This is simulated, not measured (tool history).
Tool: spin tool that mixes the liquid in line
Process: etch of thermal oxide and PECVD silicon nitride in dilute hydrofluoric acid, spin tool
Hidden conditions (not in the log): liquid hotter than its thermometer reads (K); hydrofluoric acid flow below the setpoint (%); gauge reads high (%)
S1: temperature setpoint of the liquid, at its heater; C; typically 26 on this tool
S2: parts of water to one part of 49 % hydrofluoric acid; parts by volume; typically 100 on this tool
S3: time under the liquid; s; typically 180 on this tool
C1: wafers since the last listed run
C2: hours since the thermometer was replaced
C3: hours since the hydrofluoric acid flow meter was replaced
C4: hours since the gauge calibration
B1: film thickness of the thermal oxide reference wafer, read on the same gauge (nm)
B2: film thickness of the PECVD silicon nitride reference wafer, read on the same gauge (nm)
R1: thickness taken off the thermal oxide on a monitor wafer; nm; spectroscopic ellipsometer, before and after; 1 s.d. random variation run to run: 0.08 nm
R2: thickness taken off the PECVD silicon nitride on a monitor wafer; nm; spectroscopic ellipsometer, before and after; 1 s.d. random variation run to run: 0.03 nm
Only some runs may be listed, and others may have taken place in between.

| run | hour | S1 | S2 | S3 | C1 | C2 | C3 | C4 | B1 | B2 | R1 | R2 |
|---|---|---|---|---|---|---|---|---|---|---|---|---|
| 1 | 0 | 26 | 130 | 180 | 0 | 577.9 | 1278.3 | 13.5 | 100.01 | 80.01 | 6.49 | 6.3 |
| 2 | 21.7 | 26 | 100 | 180 | 165 | 599.6 | 1300 | 35.2 | 100 | 80.01 | 8.85 | 8.11 |
| 3 | 53.1 | 26 | 100 | 115 | 239 | 631 | 1331.4 | 66.6 | 100 | 80 | 5.6 | 5.2 |
| 4 | 79.4 | 26 | 100 | 180 | 200 | 657.3 | 1357.7 | 92.9 | 100.01 | 79.99 | 8.63 | 8.08 |
| 5 | 116.4 | 22 | 100 | 230 | 282 | 694.3 | 1394.7 | 129.9 | 100.01 | 79.98 | 9.63 | 7.93 |
| 6 | 151 | 24 | 50 | 275 | 264 | 728.9 | 1429.3 | 164.5 | 100.01 | 80 | 26.15 | 21.41 |
|  | 176.1 | hydrofluoric acid flow meter replaced |
| 7 | 181.2 | 26 | 135 | 180 | 222 | 759.1 | 5.1 | 194.7 | 100 | 79.99 | 5.6 | 5.55 |
| 8 | 202.2 | 24 | 120 | 250 | 160 | 780.1 | 26.1 | 215.7 | 99.99 | 80.02 | 8.3 | 7.58 |
|  | 214.4 | thermometer replaced |
| 9 | 219.6 | 21.5 | 100 | 180 | 125 | 5.2 | 43.5 | 233.1 | 100 | 79.98 | 6.75 | 5.55 |
| 10 | 243.9 | 28.5 | 55 | 130 | 185 | 29.5 | 67.8 | 257.4 | 99.98 | 80.02 | 12.23 | 11.48 |
| 11 | 269.7 | 23 | 100 | 85 | 196 | 55.3 | 93.6 | 283.2 | 99.98 | 80.02 | 3.37 | 2.88 |
| 12 | 303.5 | 26 | 100 | 280 | 257 | 89.1 | 127.4 | 317 | 100 | 80 | 12.38 | 11.54 |
| 13 | 335.4 | 28 | 130 | 275 | 243 | 121 | 159.3 | 348.9 | 100 | 80.01 | 9.65 | 9.91 |
| 14 | 365.5 | 30.5 | 60 | 130 | 229 | 151.1 | 189.4 | 379 | 100 | 79.99 | 11.85 | 11.85 |
| 15 | 382.5 | 26 | 100 | 180 | 129 | 168.1 | 206.4 | 396 | 99.98 | 80 | 7.82 | 7.41 |
| 16 | 411.4 | 23.5 | 135 | 180 | 220 | 197 | 235.3 | 424.9 | 99.99 | 80 | 5.06 | 4.66 |
| 17 | 433.8 | 26 | 100 | 125 | 170 | 219.4 | 257.7 | 447.3 | 99.98 | 80 | 5.39 | 5.13 |
|  | 438.5 | hydrofluoric acid flow meter replaced, repeated, since the last time left the tool worse |
| 18 | 456.5 | 26 | 50 | 235 | 165 | 242.1 | 18 | 470 | 99.99 | 79.99 | 26.38 | 22.49 |
| 19 | 481.8 | 23.5 | 75 | 270 | 193 | 267.4 | 43.3 | 495.3 | 99.99 | 80 | 17.75 | 14.62 |
| 20 | 501.6 | 26 | 100 | 180 | 151 | 287.2 | 63.1 | 515.1 | 100.01 | 80 | 9.34 | 8.62 |
| 21 | 522.1 | 21.5 | 140 | 180 | 156 | 307.7 | 83.6 | 535.6 | 100.01 | 80 | 5.4 | 4.64 |
| 22 | 548.9 | 26 | 85 | 85 | 204 | 334.5 | 110.4 | 562.4 | 99.99 | 79.99 | 5.32 | 4.76 |
| 23 | 574.9 | 26 | 100 | 180 | 198 | 360.5 | 136.4 | 588.4 | 100 | 79.99 | 9.52 | 8.61 |
| 24 | 603.1 | 28.5 | 125 | 270 | 215 | 388.7 | 164.6 | 616.6 | 100 | 80 | 11.86 | 12.12 |
| 25 | 616.1 | 24.5 | 100 | 120 | 99 | 401.7 | 177.6 | 629.6 | 100.02 | 80.01 | 5.91 | 5.22 |

Below are 5 alternative next runs, each starting from the tool's condition after run 25. Predict each:
| A | 616.6 | 23 | 100 | 180 | 3 | 402.2 | 178.1 | 630.1 | ? | ? | ? | ? |
| B | 616.6 | 22.5 | 50 | 180 | 3 | 402.2 | 178.1 | 630.1 | ? | ? | ? | ? |
| C | 616.6 | 26 | 85 | 105 | 3 | 402.2 | 178.1 | 630.1 | ? | ? | ? | ? |
| D | 616.6 | 26 | 100 | 285 | 3 | 402.2 | 178.1 | 630.1 | ? | ? | ? | ? |
| E | 616.6 | 26 | 100 | 105 | 3 | 402.2 | 178.1 | 630.1 | ? | ? | ? | ? |

| run | B1 | B2 | R1 | R2 |
|---|---|---|---|---|
| A | 100.02 | 80 | 8.32 | 7.03 |
| B | 100.02 | 80 | 17.36 | 13.41 |
| C | 100.02 | 80 | 6.55 | 5.86 |
| D | 100.02 | 80 | 14.83 | 13.55 |
| E | 100.02 | 80 | 5.46 | 4.99 |
Without the tool's hidden state the same runs would have given:
| run | R1 | R2 |
|---|---|---|
| A | 8.47 | 7.14 |
| B | 17.66 | 13.62 |
| C | 6.67 | 5.96 |
| D | 15.09 | 13.76 |
| E | 5.56 | 5.07 |

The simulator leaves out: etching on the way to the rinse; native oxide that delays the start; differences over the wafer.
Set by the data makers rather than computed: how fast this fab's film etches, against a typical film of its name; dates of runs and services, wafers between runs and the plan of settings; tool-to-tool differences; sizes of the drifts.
